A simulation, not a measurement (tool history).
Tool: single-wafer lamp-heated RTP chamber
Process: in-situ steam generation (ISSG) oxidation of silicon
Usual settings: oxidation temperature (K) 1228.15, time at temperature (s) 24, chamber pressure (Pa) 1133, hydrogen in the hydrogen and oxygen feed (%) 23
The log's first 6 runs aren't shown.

run   hour  oxidation temperature (K)  time at temperature (s)  chamber pressure (Pa)  hydrogen in the hydrogen and oxygen feed (%)  wafers since the last listed run  wafers since the last pyrometer calibration  hours since the pressure gauge was zeroed  hours since the hydrogen flow controller was replaced  hours since the gauge calibration  read-back reference wafer on the same gauge, thickness  oxide thickness on the monitor wafer (angstrom)
     262.6  -- pressure gauge zeroed
  7  297.7                    1228.15                       24                   1133                                            23                               700                                         5707                                       35.1                                                 4070.4                             1617.2                                                   5.756                                            58.37
  8  337.8                    1228.15                       24                   1133                                            23                               445                                         6152                                       75.2                                                 4110.5                             1657.3                                                   5.741                                            58.49
     371.1  -- hydrogen flow controller replaced
  9  403.3                    1228.15                       24                   1133                                            23                               638                                         6791                                      140.7                                                   32.2                             1722.8                                                   5.761                                            57.57
     473.9  -- pyrometer window cleaned and pyrometer calibrated
 10  474.4                    1243.15                       24                   1133                                            23                               700                                            5                                      211.8                                                  103.3                             1793.9                                                   5.771                                             60.1
 11  516.5                    1243.15                       24                   1133                                            23                               467                                          473                                      253.9                                                  145.4                               1836                                                   5.761                                            60.14
 12  548.4                    1228.15                       28                   1040                                            23                               354                                          827                                      285.8                                                  177.3                             1867.9                                                   5.758                                            60.56
 13  577.2                    1228.15                       24                   1133                                            23                               319                                         1146                                      314.6                                                  206.1                             1896.7                                                    5.74                                            57.03
 14  644.3                    1228.15                       24                   1133                                            26                               744                                         1891                                      381.7                                                  273.2                             1963.8                                                   5.771                                            58.62
 15    681                    1228.15                       24                   1133                                            30                               407                                         2299                                      418.4                                                  309.9                             2000.5                                                    5.76                                            60.69
       711  -- gauge calibrated
 16  735.5                    1228.15                       24                   1133                                            23                               605                                         2904                                      472.9                                                  364.4                               24.5                                                   5.754                                            57.08

Forecast run 17:
 17  790.6                    1222.15                       24                   1213                                            23                               611                                         3515                                        528                                                  419.5                               79.6                                                       ?                                                ?

read-back reference wafer on the same gauge, thickness: 5.752
oxide thickness on the monitor wafer (angstrom): 55.07
Without the tool's hidden state the same run would have given oxide thickness on the monitor wafer (angstrom) 54.41.
